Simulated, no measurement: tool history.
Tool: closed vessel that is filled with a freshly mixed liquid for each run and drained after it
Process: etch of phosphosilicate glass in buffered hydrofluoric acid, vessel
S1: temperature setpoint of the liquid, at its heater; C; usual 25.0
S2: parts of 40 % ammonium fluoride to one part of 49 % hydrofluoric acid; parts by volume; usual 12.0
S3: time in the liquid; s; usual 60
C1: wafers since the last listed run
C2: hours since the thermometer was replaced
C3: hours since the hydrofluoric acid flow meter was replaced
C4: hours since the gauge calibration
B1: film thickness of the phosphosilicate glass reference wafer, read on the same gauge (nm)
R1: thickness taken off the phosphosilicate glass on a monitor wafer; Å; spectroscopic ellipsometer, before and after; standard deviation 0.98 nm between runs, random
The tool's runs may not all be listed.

run 1 day=0.000 | S1=25.0 S2=9.0 S3=60 | C1=0 C2=2059.5 C3=501.3 C4=104.9 | B1=90.03 | R1=3727.1
run 2 day=1.054 | S1=25.0 S2=9.0 S3=60 | C1=2056 C2=2084.8 C3=526.6 C4=130.2 | B1=90.00 | R1=3753.4
run 3 day=2.538 | S1=25.0 S2=12.0 S3=45 | C1=2893 C2=2120.4 C3=562.2 C4=165.8 | B1=90.00 | R1=2180.8
-- day=4.392 thermometer replaced
run 4 day=4.962 | S1=26.0 S2=12.0 S3=60 | C1=4648 C2=13.7 C3=620.4 C4=224.0 | B1=90.01 | R1=3106.3
run 5 day=5.742 | S1=26.0 S2=12.0 S3=60 | C1=1519 C2=32.4 C3=639.1 C4=242.7 | B1=89.95 | R1=3107.9
run 6 day=6.883 | S1=26.0 S2=12.0 S3=60 | C1=2226 C2=59.8 C3=666.5 C4=270.1 | B1=90.02 | R1=3092.6
run 7 day=8.021 | S1=25.0 S2=12.0 S3=60 | C1=2218 C2=87.1 C3=693.8 C4=297.4 | B1=90.04 | R1=2967.8
-- day=10.383 hydrofluoric acid flow meter replaced
run 8 day=10.404 | S1=25.0 S2=12.0 S3=45 | C1=4567 C2=144.3 C3=0.5 C4=354.6 | B1=90.03 | R1=2067.5
-- day=10.912 gauge calibrated
run 9 day=10.925 | S1=20.5 S2=12.0 S3=30 | C1=1015 C2=156.8 C3=13.0 C4=0.3 | B1=89.98 | R1=1066.4
run 10 day=11.479 | S1=25.0 S2=12.0 S3=75 | C1=1080 C2=170.1 C3=26.3 C4=13.6 | B1=90.01 | R1=3449.4
run 11 day=12.154 | S1=25.0 S2=12.0 S3=45 | C1=1316 C2=186.3 C3=42.5 C4=29.8 | B1=89.99 | R1=2069.5
run 12 day=12.671 | S1=22.0 S2=10.5 S3=75 | C1=1007 C2=198.7 C3=54.9 C4=42.2 | B1=90.01 | R1=3319.8
run 13 day=13.425 | S1=23.5 S2=7.0 S3=60 | C1=1470 C2=216.8 C3=73.0 C4=60.3 | B1=89.98 | R1=4251.4
run 14 day=14.304 | S1=22.0 S2=16.5 S3=50 | C1=1714 C2=237.9 C3=94.1 C4=81.4 | B1=89.99 | R1=1439.7

Some steps in R1 between neighbouring runs. How much of each would the tool show without its hidden state too (settings, what came in, random variation), and how much is left for the hidden state, with any gauge scatter that isn't in both results?
Hidden state present: liquid hotter than its thermometer reads (K); hydrofluoric acid flow above the setpoint (%); gauge reads high (%).
Run 7 -> 8: S3 60 -> 45, hydrofluoric acid flow meter replaced. R1 -900.3 Å: hidden state -220.1, all else -680.2.
Run 13 -> 14: S1 23.5 -> 22.0, S2 7.0 -> 16.5, S3 60 -> 50. R1 -2811.7 Å: hidden state -20.3, all else -2791.4.

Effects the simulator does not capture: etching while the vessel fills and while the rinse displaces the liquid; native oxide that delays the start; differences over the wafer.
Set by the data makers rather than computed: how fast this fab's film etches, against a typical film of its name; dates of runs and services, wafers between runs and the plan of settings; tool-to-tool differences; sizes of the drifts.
